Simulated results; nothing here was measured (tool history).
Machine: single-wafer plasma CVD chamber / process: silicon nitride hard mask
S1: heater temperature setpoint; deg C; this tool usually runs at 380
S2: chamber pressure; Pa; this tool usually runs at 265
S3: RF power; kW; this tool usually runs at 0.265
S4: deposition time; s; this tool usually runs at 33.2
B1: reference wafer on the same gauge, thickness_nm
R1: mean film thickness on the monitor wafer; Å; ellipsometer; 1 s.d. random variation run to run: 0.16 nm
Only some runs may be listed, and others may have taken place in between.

run 1 hour=0.0 | S1=380 S2=265 S3=0.225 S4=33.2 | B1=43.849 | R1=346.93
run 2 hour=54.0 | S1=380 S2=265 S3=0.225 S4=33.2 | B1=43.813 | R1=349.08
-- hour=64.0 gauge calibrated
run 3 hour=123.6 | S1=388 S2=265 S3=0.265 S4=33.2 | B1=43.728 | R1=372.51
run 4 hour=187.8 | S1=380 S2=265 S3=0.265 S4=33.2 | B1=43.780 | R1=372.68
run 5 hour=222.9 | S1=380 S2=265 S3=0.265 S4=33.2 | B1=43.806 | R1=369.93
run 6 hour=323.9 | S1=380 S2=265 S3=0.265 S4=33.2 | B1=43.838 | R1=371.24
run 7 hour=391.0 | S1=380 S2=265 S3=0.240 S4=33.2 | B1=43.809 | R1=356.71
run 8 hour=424.0 | S1=373 S2=265 S3=0.265 S4=33.2 | B1=43.760 | R1=371.46
-- hour=457.4 capacitance manometer re-zeroed and calibrated
run 9 hour=482.6 | S1=373 S2=265 S3=0.265 S4=33.2 | B1=43.756 | R1=372.95
run 10 hour=516.1 | S1=380 S2=265 S3=0.265 S4=33.2 | B1=43.798 | R1=372.56
run 11 hour=542.3 | S1=380 S2=265 S3=0.265 S4=33.2 | B1=43.822 | R1=371.37
run 12 hour=606.8 | S1=380 S2=265 S3=0.265 S4=33.2 | B1=43.819 | R1=368.42
run 13 hour=648.8 | S1=385 S2=237 S3=0.265 S4=28.3 | B1=43.847 | R1=302.12
run 14 hour=673.5 | S1=387 S2=293 S3=0.215 S4=28.9 | B1=43.792 | R1=303.32
-- hour=701.0 RF generator calibrated
run 15 hour=737.2 | S1=380 S2=265 S3=0.265 S4=33.2 | B1=43.755 | R1=386.58
run 16 hour=795.5 | S1=380 S2=319 S3=0.265 S4=28.9 | B1=43.752 | R1=354.45
-- hour=832.5 showerhead replaced
run 17 hour=865.6 | S1=380 S2=211 S3=0.250 S4=30.4 | B1=43.777 | R1=312.34
run 18 hour=906.2 | S1=372 S2=265 S3=0.265 S4=31.3 | B1=43.763 | R1=360.83
-- hour=947.9 gauge calibrated
-- hour=961.3 thermocouple changed; heater temperature recalibrated
run 19 hour=963.9 | S1=373 S2=265 S3=0.265 S4=33.2 | B1=43.843 | R1=383.53
run 20 hour=1026.9 | S1=380 S2=325 S3=0.265 S4=30.5 | B1=43.823 | R1=373.40
run 21 hour=1073.2 | S1=380 S2=265 S3=0.265 S4=33.2 | B1=43.787 | R1=381.56
run 22 hour=1189.2 | S1=380 S2=265 S3=0.265 S4=33.2 | B1=43.725 | R1=378.58
run 23 hour=1219.6 | S1=380 S2=265 S3=0.265 S4=39.3 | B1=43.841 | R1=452.55
run 24 hour=1259.2 | S1=380 S2=265 S3=0.305 S4=33.2 | B1=43.796 | R1=404.14
run 25 hour=1287.7 | S1=380 S2=265 S3=0.265 S4=39.8 | B1=43.811 | R1=452.22

State the hidden condition of the tool at each of the runs:
wafer temperature above the value expected at the setpoint (K): 0 across all the runs
true pressure above the setpoint (%): 0 across all the runs
gauge reads high (%): 0 across all the runs
H1: delivered RF power above the setpoint (%)
run=1 H1=-8.29
run=2 H1=-8.34
run=3 H1=-8.4
run=4 H1=-8.45
run=5 H1=-8.48
run=6 H1=-8.55
run=7 H1=-8.59
run=8 H1=-8.61
run=9 H1=-8.65
run=10 H1=-8.66
run=11 H1=-8.68
run=12 H1=-8.71
run=13 H1=-8.73
run=14 H1=-8.74
run=15 H1=-1.31
run=16 H1=-1.89
run=17 H1=-2.53
run=18 H1=-2.88
run=19 H1=-3.34
run=20 H1=-3.81
run=21 H1=-4.13
run=22 H1=-4.86
run=23 H1=-5.03
run=24 H1=-5.25
run=25 H1=-5.39
